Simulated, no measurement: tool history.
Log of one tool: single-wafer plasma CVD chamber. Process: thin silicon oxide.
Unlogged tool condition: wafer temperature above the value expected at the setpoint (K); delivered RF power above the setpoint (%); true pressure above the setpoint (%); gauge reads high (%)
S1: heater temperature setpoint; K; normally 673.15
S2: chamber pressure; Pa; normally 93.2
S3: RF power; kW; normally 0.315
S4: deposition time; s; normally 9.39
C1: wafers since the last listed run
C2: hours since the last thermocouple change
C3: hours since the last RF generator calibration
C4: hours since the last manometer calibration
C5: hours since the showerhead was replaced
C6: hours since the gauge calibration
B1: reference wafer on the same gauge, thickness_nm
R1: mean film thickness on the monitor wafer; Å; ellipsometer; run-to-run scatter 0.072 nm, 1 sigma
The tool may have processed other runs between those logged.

{"run": 1, "hour": 0.0, "S1": 673.15, "S2": 93.2, "S3": 0.315, "S4": 9.39, "C1": 0, "C2": 921.7, "C3": 910.4, "C4": 2612.9, "C5": 5129.6, "C6": 498.3, "B1": 17.729, "R1": 141.58}
{"run": 2, "hour": 14.8, "S1": 673.15, "S2": 93.2, "S3": 0.315, "S4": 9.39, "C1": 366, "C2": 936.5, "C3": 925.2, "C4": 2627.7, "C5": 5144.4, "C6": 513.1, "B1": 17.724, "R1": 142.3}
{"run": 3, "hour": 49.8, "S1": 673.15, "S2": 93.2, "S3": 0.315, "S4": 9.39, "C1": 865, "C2": 971.5, "C3": 960.2, "C4": 2662.7, "C5": 5179.4, "C6": 548.1, "B1": 17.709, "R1": 141.15}
{"run": 4, "hour": 64.7, "S1": 683.15, "S2": 93.2, "S3": 0.315, "S4": 9.78, "C1": 368, "C2": 986.4, "C3": 975.1, "C4": 2677.6, "C5": 5194.3, "C6": 563, "B1": 17.673, "R1": 146.75}
{"run": 5, "hour": 87.0, "S1": 673.15, "S2": 93.2, "S3": 0.315, "S4": 9.39, "C1": 551, "C2": 1008.7, "C3": 997.4, "C4": 2699.9, "C5": 5216.6, "C6": 585.3, "B1": 17.7, "R1": 140.93}
{"run": 6, "hour": 100.9, "S1": 681.15, "S2": 93.2, "S3": 0.315, "S4": 7.99, "C1": 343, "C2": 1022.6, "C3": 1011.3, "C4": 2713.8, "C5": 5230.5, "C6": 599.2, "B1": 17.732, "R1": 119.55}
{"run": 7, "hour": 133.0, "S1": 681.15, "S2": 93.2, "S3": 0.315, "S4": 7.99, "C1": 794, "C2": 1054.7, "C3": 1043.4, "C4": 2745.9, "C5": 5262.6, "C6": 631.3, "B1": 17.74, "R1": 118.63}
{"run": 8, "hour": 147.3, "S1": 681.15, "S2": 93.2, "S3": 0.315, "S4": 7.99, "C1": 353, "C2": 1069, "C3": 1057.7, "C4": 2760.2, "C5": 5276.9, "C6": 645.6, "B1": 17.708, "R1": 119.26}
{"hour": 174.1, "done": "thermocouple changed; heater temperature recalibrated"}
{"run": 9, "hour": 174.6, "S1": 673.15, "S2": 93.2, "S3": 0.315, "S4": 9.39, "C1": 477, "C2": 0.5, "C3": 1085, "C4": 2787.5, "C5": 5304.2, "C6": 672.9, "B1": 17.663, "R1": 141.53}
{"run": 10, "hour": 199.8, "S1": 673.15, "S2": 111.1, "S3": 0.315, "S4": 9.39, "C1": 623, "C2": 25.7, "C3": 1110.2, "C4": 2812.7, "C5": 5329.4, "C6": 698.1, "B1": 17.739, "R1": 166.77}
{"hour": 235.7, "done": "RF generator calibrated"}
{"run": 11, "hour": 239.4, "S1": 673.15, "S2": 111.1, "S3": 0.315, "S4": 9.39, "C1": 781, "C2": 65.3, "C3": 3.7, "C4": 2852.3, "C5": 5369, "C6": 737.7, "B1": 17.724, "R1": 167.11}
{"hour": 270.7, "done": "capacitance manometer re-zeroed and calibrated"}
{"run": 12, "hour": 271.2, "S1": 673.15, "S2": 103.6, "S3": 0.375, "S4": 9.39, "C1": 588, "C2": 97.1, "C3": 35.5, "C4": 0.5, "C5": 5400.8, "C6": 769.5, "B1": 17.667, "R1": 183.46}
{"run": 13, "hour": 292.1, "S1": 673.15, "S2": 93.2, "S3": 0.315, "S4": 9.39, "C1": 516, "C2": 118, "C3": 56.4, "C4": 21.4, "C5": 5421.7, "C6": 790.4, "B1": 17.701, "R1": 155.66}
{"run": 14, "hour": 308.8, "S1": 669.15, "S2": 93.2, "S3": 0.255, "S4": 9.39, "C1": 413, "C2": 134.7, "C3": 73.1, "C4": 38.1, "C5": 5438.4, "C6": 807.1, "B1": 17.684, "R1": 142.9}
{"hour": 324.3, "done": "showerhead replaced, of another model than before"}
{"run": 15, "hour": 331.7, "S1": 673.15, "S2": 93.2, "S3": 0.315, "S4": 9.39, "C1": 368, "C2": 157.6, "C3": 96, "C4": 61, "C5": 7.4, "C6": 830, "B1": 17.7, "R1": 155.2}
{"run": 16, "hour": 350.7, "S1": 684.15, "S2": 93.2, "S3": 0.34, "S4": 9.39, "C1": 469, "C2": 176.6, "C3": 115, "C4": 80, "C5": 26.4, "C6": 849, "B1": 17.718, "R1": 154.74}
{"run": 17, "hour": 363.1, "S1": 665.15, "S2": 111.7, "S3": 0.35, "S4": 7.96, "C1": 306, "C2": 189, "C3": 127.4, "C4": 92.4, "C5": 38.8, "C6": 861.4, "B1": 17.686, "R1": 153.36}
{"run": 18, "hour": 395.1, "S1": 673.15, "S2": 82.9, "S3": 0.285, "S4": 9.39, "C1": 791, "C2": 221, "C3": 159.4, "C4": 124.4, "C5": 70.8, "C6": 893.4, "B1": 17.725, "R1": 138.44}
{"hour": 424.6, "done": "gauge calibrated"}
{"run": 19, "hour": 446.6, "S1": 673.15, "S2": 104.4, "S3": 0.28, "S4": 10.83, "C1": 1273, "C2": 272.5, "C3": 210.9, "C4": 175.9, "C5": 122.3, "C6": 22, "B1": 17.712, "R1": 187.24}
{"run": 20, "hour": 475.9, "S1": 673.15, "S2": 99.3, "S3": 0.275, "S4": 9.39, "C1": 724, "C2": 301.8, "C3": 240.2, "C4": 205.2, "C5": 151.6, "C6": 51.3, "B1": 17.691, "R1": 156.06}
{"run": 21, "hour": 500.5, "S1": 673.15, "S2": 93.2, "S3": 0.315, "S4": 9.39, "C1": 608, "C2": 326.4, "C3": 264.8, "C4": 229.8, "C5": 176.2, "C6": 75.9, "B1": 17.663, "R1": 153.09}
{"run": 22, "hour": 527.2, "S1": 673.15, "S2": 93.2, "S3": 0.315, "S4": 9.39, "C1": 660, "C2": 353.1, "C3": 291.5, "C4": 256.5, "C5": 202.9, "C6": 102.6, "B1": 17.73, "R1": 153.91}
{"run": 23, "hour": 559.8, "S1": 668.15, "S2": 93.2, "S3": 0.315, "S4": 9.39, "C1": 806, "C2": 385.7, "C3": 324.1, "C4": 289.1, "C5": 235.5, "C6": 135.2, "B1": 17.71, "R1": 153.05}
{"run": 24, "hour": 582.8, "S1": 665.15, "S2": 78.5, "S3": 0.315, "S4": 9.39, "C1": 568, "C2": 408.7, "C3": 347.1, "C4": 312.1, "C5": 258.5, "C6": 158.2, "B1": 17.714, "R1": 135.58}
{"run": 25, "hour": 595.4, "S1": 673.15, "S2": 82.9, "S3": 0.285, "S4": 9.39, "C1": 311, "C2": 421.3, "C3": 359.7, "C4": 324.7, "C5": 271.1, "C6": 170.8, "B1": 17.692, "R1": 136.74}
{"run": 26, "hour": 619.6, "S1": 673.15, "S2": 93.2, "S3": 0.315, "S4": 9.39, "C1": 598, "C2": 445.5, "C3": 383.9, "C4": 348.9, "C5": 295.3, "C6": 195, "B1": 17.705, "R1": 153.1}
{"run": 27, "hour": 642.3, "S1": 673.15, "S2": 93.2, "S3": 0.315, "S4": 9.39, "C1": 561, "C2": 468.2, "C3": 406.6, "C4": 371.6, "C5": 318, "C6": 217.7, "B1": 17.661, "R1": 152.39}
{"run": 28, "hour": 666.9, "S1": 681.15, "S2": 104.8, "S3": 0.295, "S4": 10.74, "C1": 608, "C2": 492.8, "C3": 431.2, "C4": 396.2, "C5": 342.6, "C6": 242.3, "B1": 17.68, "R1": 186.54}

Forecast each of these 5 alternatives for the next run:
{"run": "A", "hour": 667.3, "S1": 673.15, "S2": 93.2, "S3": 0.315, "S4": 9.39, "C1": 9, "C2": 493.2, "C3": 431.6, "C4": 396.6, "C5": 343, "C6": 242.7, "B1": "?", "R1": "?"}
{"run": "B", "hour": 667.3, "S1": 673.15, "S2": 93.2, "S3": 0.345, "S4": 9.39, "C1": 9, "C2": 493.2, "C3": 431.6, "C4": 396.6, "C5": 343, "C6": 242.7, "B1": "?", "R1": "?"}
{"run": "C", "hour": 667.3, "S1": 673.15, "S2": 93.2, "S3": 0.29, "S4": 10.99, "C1": 9, "C2": 493.2, "C3": 431.6, "C4": 396.6, "C5": 343, "C6": 242.7, "B1": "?", "R1": "?"}
{"run": "D", "hour": 667.3, "S1": 673.15, "S2": 93.2, "S3": 0.315, "S4": 10.63, "C1": 9, "C2": 493.2, "C3": 431.6, "C4": 396.6, "C5": 343, "C6": 242.7, "B1": "?", "R1": "?"}
{"run": "E", "hour": 667.3, "S1": 673.15, "S2": 105.6, "S3": 0.345, "S4": 9.39, "C1": 9, "C2": 493.2, "C3": 431.6, "C4": 396.6, "C5": 343, "C6": 242.7, "B1": "?", "R1": "?"}

run=A B1=17.721 R1=152.78
run=B B1=17.721 R1=156.42
run=C B1=17.721 R1=175.02
run=D B1=17.721 R1=172.9
run=E B1=17.721 R1=171.16
With the hidden condition removed and each run's random variation left untouched, the same runs would have given:
run=A R1=155.51
run=B R1=159.21
run=C R1=178.14
run=D R1=175.99
run=E R1=173.99
